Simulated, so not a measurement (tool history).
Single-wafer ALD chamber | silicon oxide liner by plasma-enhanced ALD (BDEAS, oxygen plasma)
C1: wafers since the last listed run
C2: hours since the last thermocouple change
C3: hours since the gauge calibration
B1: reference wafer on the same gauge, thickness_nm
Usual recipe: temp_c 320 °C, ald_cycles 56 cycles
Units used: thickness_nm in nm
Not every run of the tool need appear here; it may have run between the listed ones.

{"run": 1, "hour": 0.0, "temp_c": 320, "ald_cycles": 56, "C1": 0, "C2": 1564.2, "C3": 204.5, "B1": 5.776, "thickness_nm": 4.923}
{"run": 2, "hour": 29.0, "temp_c": 320, "ald_cycles": 65, "C1": 194, "C2": 1593.2, "C3": 233.5, "B1": 5.79, "thickness_nm": 5.715}
{"run": 3, "hour": 58.2, "temp_c": 320, "ald_cycles": 65, "C1": 196, "C2": 1622.4, "C3": 262.7, "B1": 5.781, "thickness_nm": 5.679}
{"run": 4, "hour": 85.5, "temp_c": 327, "ald_cycles": 49, "C1": 183, "C2": 1649.7, "C3": 290, "B1": 5.787, "thickness_nm": 4.252}
{"run": 5, "hour": 149.8, "temp_c": 327, "ald_cycles": 49, "C1": 431, "C2": 1714, "C3": 354.3, "B1": 5.775, "thickness_nm": 4.25}
{"run": 6, "hour": 161.8, "temp_c": 327, "ald_cycles": 49, "C1": 80, "C2": 1726, "C3": 366.3, "B1": 5.773, "thickness_nm": 4.274}
{"run": 7, "hour": 178.3, "temp_c": 320, "ald_cycles": 56, "C1": 110, "C2": 1742.5, "C3": 382.8, "B1": 5.785, "thickness_nm": 4.903}
{"run": 8, "hour": 211.2, "temp_c": 320, "ald_cycles": 56, "C1": 220, "C2": 1775.4, "C3": 415.7, "B1": 5.781, "thickness_nm": 4.907}
{"run": 9, "hour": 228.9, "temp_c": 320, "ald_cycles": 56, "C1": 118, "C2": 1793.1, "C3": 433.4, "B1": 5.777, "thickness_nm": 4.888}
{"run": 10, "hour": 296.3, "temp_c": 320, "ald_cycles": 56, "C1": 452, "C2": 1860.5, "C3": 500.8, "B1": 5.787, "thickness_nm": 4.922}
{"run": 11, "hour": 321.5, "temp_c": 320, "ald_cycles": 56, "C1": 169, "C2": 1885.7, "C3": 526, "B1": 5.778, "thickness_nm": 4.904}
{"run": 12, "hour": 345.9, "temp_c": 320, "ald_cycles": 56, "C1": 163, "C2": 1910.1, "C3": 550.4, "B1": 5.779, "thickness_nm": 4.902}
{"run": 13, "hour": 362.1, "temp_c": 320, "ald_cycles": 56, "C1": 108, "C2": 1926.3, "C3": 566.6, "B1": 5.786, "thickness_nm": 4.906}
{"run": 14, "hour": 385.1, "temp_c": 320, "ald_cycles": 56, "C1": 154, "C2": 1949.3, "C3": 589.6, "B1": 5.781, "thickness_nm": 4.917}
{"hour": 399.9, "done": "thermocouple changed; heater temperature recalibrated"}
{"run": 15, "hour": 435.9, "temp_c": 320, "ald_cycles": 56, "C1": 287, "C2": 36, "C3": 640.4, "B1": 5.782, "thickness_nm": 4.913}
{"run": 16, "hour": 450.6, "temp_c": 311, "ald_cycles": 56, "C1": 98, "C2": 50.7, "C3": 655.1, "B1": 5.773, "thickness_nm": 4.98}
{"run": 17, "hour": 469.6, "temp_c": 311, "ald_cycles": 56, "C1": 127, "C2": 69.7, "C3": 674.1, "B1": 5.78, "thickness_nm": 4.972}
{"run": 18, "hour": 504.5, "temp_c": 311, "ald_cycles": 56, "C1": 234, "C2": 104.6, "C3": 709, "B1": 5.779, "thickness_nm": 4.954}
{"run": 19, "hour": 539.6, "temp_c": 320, "ald_cycles": 56, "C1": 235, "C2": 139.7, "C3": 744.1, "B1": 5.781, "thickness_nm": 4.903}
{"run": 20, "hour": 551.9, "temp_c": 320, "ald_cycles": 56, "C1": 82, "C2": 152, "C3": 756.4, "B1": 5.776, "thickness_nm": 4.907}
{"run": 21, "hour": 576.2, "temp_c": 320, "ald_cycles": 56, "C1": 163, "C2": 176.3, "C3": 780.7, "B1": 5.783, "thickness_nm": 4.911}
{"run": 22, "hour": 598.8, "temp_c": 334, "ald_cycles": 56, "C1": 151, "C2": 198.9, "C3": 803.3, "B1": 5.779, "thickness_nm": 4.84}
{"run": 23, "hour": 623.3, "temp_c": 330, "ald_cycles": 64, "C1": 164, "C2": 223.4, "C3": 827.8, "B1": 5.781, "thickness_nm": 5.542}
{"run": 24, "hour": 638.7, "temp_c": 320, "ald_cycles": 56, "C1": 103, "C2": 238.8, "C3": 843.2, "B1": 5.778, "thickness_nm": 4.901}
{"run": 25, "hour": 654.1, "temp_c": 320, "ald_cycles": 56, "C1": 103, "C2": 254.2, "C3": 858.6, "B1": 5.776, "thickness_nm": 4.908}
{"run": 26, "hour": 667.8, "temp_c": 305, "ald_cycles": 56, "C1": 92, "C2": 267.9, "C3": 872.3, "B1": 5.784, "thickness_nm": 5.004}
{"run": 27, "hour": 683.3, "temp_c": 328, "ald_cycles": 56, "C1": 104, "C2": 283.4, "C3": 887.8, "B1": 5.783, "thickness_nm": 4.87}
{"run": 28, "hour": 714.8, "temp_c": 305, "ald_cycles": 66, "C1": 211, "C2": 314.9, "C3": 919.3, "B1": 5.779, "thickness_nm": 5.886}
{"run": 29, "hour": 741.3, "temp_c": 320, "ald_cycles": 62, "C1": 177, "C2": 341.4, "C3": 945.8, "B1": 5.774, "thickness_nm": 5.452}
{"hour": 755.4, "done": "gauge calibrated"}
{"run": 30, "hour": 808.0, "temp_c": 330, "ald_cycles": 56, "C1": 448, "C2": 408.1, "C3": 52.6, "B1": 5.779, "thickness_nm": 4.827}
{"run": 31, "hour": 842.9, "temp_c": 316, "ald_cycles": 56, "C1": 234, "C2": 443, "C3": 87.5, "B1": 5.78, "thickness_nm": 4.916}
{"run": 32, "hour": 867.5, "temp_c": 320, "ald_cycles": 56, "C1": 165, "C2": 467.6, "C3": 112.1, "B1": 5.782, "thickness_nm": 4.899}
{"run": 33, "hour": 886.9, "temp_c": 306, "ald_cycles": 47, "C1": 130, "C2": 487, "C3": 131.5, "B1": 5.782, "thickness_nm": 4.186}
{"run": 34, "hour": 905.1, "temp_c": 320, "ald_cycles": 56, "C1": 122, "C2": 505.2, "C3": 149.7, "B1": 5.781, "thickness_nm": 4.926}
{"run": 35, "hour": 940.8, "temp_c": 320, "ald_cycles": 56, "C1": 239, "C2": 540.9, "C3": 185.4, "B1": 5.785, "thickness_nm": 4.905}
{"run": 36, "hour": 958.8, "temp_c": 335, "ald_cycles": 62, "C1": 120, "C2": 558.9, "C3": 203.4, "B1": 5.776, "thickness_nm": 5.321}
{"run": 37, "hour": 993.3, "temp_c": 309, "ald_cycles": 49, "C1": 231, "C2": 593.4, "C3": 237.9, "B1": 5.774, "thickness_nm": 4.354}
{"run": 38, "hour": 1018.1, "temp_c": 335, "ald_cycles": 52, "C1": 166, "C2": 618.2, "C3": 262.7, "B1": 5.778, "thickness_nm": 4.467}
{"run": 39, "hour": 1051.4, "temp_c": 316, "ald_cycles": 51, "C1": 223, "C2": 651.5, "C3": 296, "B1": 5.776, "thickness_nm": 4.511}
{"run": 40, "hour": 1076.2, "temp_c": 320, "ald_cycles": 56, "C1": 166, "C2": 676.3, "C3": 320.8, "B1": 5.775, "thickness_nm": 4.887}
{"run": 41, "hour": 1112.4, "temp_c": 320, "ald_cycles": 45, "C1": 243, "C2": 712.5, "C3": 357, "B1": 5.78, "thickness_nm": 3.943}
{"run": 42, "hour": 1141.0, "temp_c": 307, "ald_cycles": 51, "C1": 192, "C2": 741.1, "C3": 385.6, "B1": 5.784, "thickness_nm": 4.532}

Hidden condition of the tool, last listed run before each entry between runs versus first listed run after:
Runs 14 to 15: thermocouple changed; heater temperature recalibrated (hour 399.9)
  no hidden state differs between the two runs
Runs 29 to 30: gauge calibrated (hour 755.4)
  no hidden state differs between the two runs
